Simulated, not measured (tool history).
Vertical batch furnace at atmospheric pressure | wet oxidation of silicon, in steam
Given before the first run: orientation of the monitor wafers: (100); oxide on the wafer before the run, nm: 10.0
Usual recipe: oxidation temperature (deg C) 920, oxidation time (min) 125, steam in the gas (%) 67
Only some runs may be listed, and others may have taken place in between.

run,hour,oxidation temperature (deg C),oxidation time (min),steam in the gas (%),wafers since the last listed run,hours since the last temperature calibration,hours since the steam generator was serviced,hours since the gauge calibration,"read-back reference wafer on the same gauge, thickness",oxide thickness on the monitor wafer (Å)
1,0,920,125,64,0,1934.8,2129.8,2360.1,301.09,2527.6
2,37.2,920,125,64,231,1972,2167,2397.3,300.19,2504.7
3,68.5,920,125,64,194,2003.3,2198.3,2428.6,300.28,2524.7
4,126.8,906,125,67,362,2061.6,2256.6,2486.9,299.15,2222.7
5,172.4,906,125,67,283,2107.2,2302.2,2532.5,299.08,2245.7
6,232.2,905,125,67,372,2167,2362,2592.3,298.9,2197.5
7,290.1,905,125,67,360,2224.9,2419.9,2650.2,297.94,2216.6
8,353,920,125,73,391,2287.8,2482.8,2713.1,296.83,2778.7
9,420.3,910,102.5,67,418,2355.1,2550.1,2780.4,296.63,1980.6
10,458.5,910,102.5,67,237,2393.3,2588.3,2818.6,296.33,1965.7
11,523.9,920,125,63,407,2458.7,2653.7,2884,294.98,2430.8
12,561.5,920,125,63,234,2496.3,2691.3,2921.6,294.52,2452.3
13,606.5,920,125,67,280,2541.3,2736.3,2966.6,294.48,2567.5
14,634.6,920,125,67,174,2569.4,2764.4,2994.7,294.23,2573.7
15,689.5,920,125,76,341,2624.3,2819.3,3049.6,293.77,2827.1
16,719.8,920,125,67,188,2654.6,2849.6,3079.9,293.27,2542
17,770.9,920,125,67,318,2705.7,2900.7,3131,292.8,2527.2
18,818.7,942,74.5,75,297,2753.5,2948.5,3178.8,291.74,2280.1
19,846.8,904,73,58,174,2781.6,2976.6,3206.9,291.2,1201.3
20,873.2,920,125,72,164,2808,3003,3233.3,291.37,2682.8
# hour 930.8: gauge calibrated
21,931.9,920,75.5,67,365,2866.7,3061.7,1.1,313.23,1810.5
# hour 966: thermocouples replaced and temperature profile calibrated
22,993.8,914,125,59,235,27.8,3123.6,63,313.17,2312.1
23,1025.9,904,125,67,199,59.9,3155.7,95.1,312.97,2301.1
24,1092.2,913,92.5,72,412,126.2,3222,161.4,313.14,2096.2
25,1133.4,920,125,67,256,167.4,3263.2,202.6,312.56,2746.1
26,1179,941,125,61,283,213,3308.8,248.2,312.89,3116.6
27,1235.3,920,125,64,350,269.3,3365.1,304.5,312.34,2637.8
# hour 1270.6: steam generator serviced
28,1277.2,920,125,67,111,311.2,6.6,346.4,312.76,2726.3
29,1338.3,935,84,71,380,372.3,67.7,407.5,312.57,2414.1
30,1403.9,910,73.5,55,408,437.9,133.3,473.1,312.9,1355.3
31,1454.8,920,125,67,316,488.8,184.2,524,312.47,2720.4
32,1494.3,920,125,67,245,528.3,223.7,563.5,312.81,2723.9
33,1524.4,920,125,67,187,558.4,253.8,593.6,312.01,2725.7
34,1664.9,909,92,72,874,698.9,394.3,734.1,311.79,2000.6
35,1727.4,920,125,67,388,761.4,456.8,796.6,311.69,2731.2
36,1799.1,920,143,67,446,833.1,528.5,868.3,311,3020.6
37,1856.4,942,125,67,356,890.4,585.8,925.6,311.55,3353.6
38,1903,932,125,67,290,937,632.4,972.2,311.34,3047
39,1948.5,906,125,72,283,982.5,677.9,1017.7,310.23,2441

Run-by-run hidden state of the tool:
true tube temperature minus thermocouple reading, K: 0 in every run
steam share off its setpoint, % of the setpoint: 0 in every run
H1: gauge reads high (%)
run,H1
1,-3.59
2,-3.7
3,-3.79
4,-3.97
5,-4.12
6,-4.31
7,-4.5
8,-4.71
9,-4.94
10,-5.08
11,-5.31
12,-5.45
13,-5.62
14,-5.72
15,-5.93
16,-6.05
17,-6.25
18,-6.43
19,-6.55
20,-6.65
21,0.317
22,0.315
23,0.312
24,0.301
25,0.292
26,0.279
27,0.259
28,0.242
29,0.213
30,0.177
31,0.145
32,0.118
33,0.0961
34,-0.021
35,-0.0811
36,-0.156
37,-0.221
38,-0.276
39,-0.333

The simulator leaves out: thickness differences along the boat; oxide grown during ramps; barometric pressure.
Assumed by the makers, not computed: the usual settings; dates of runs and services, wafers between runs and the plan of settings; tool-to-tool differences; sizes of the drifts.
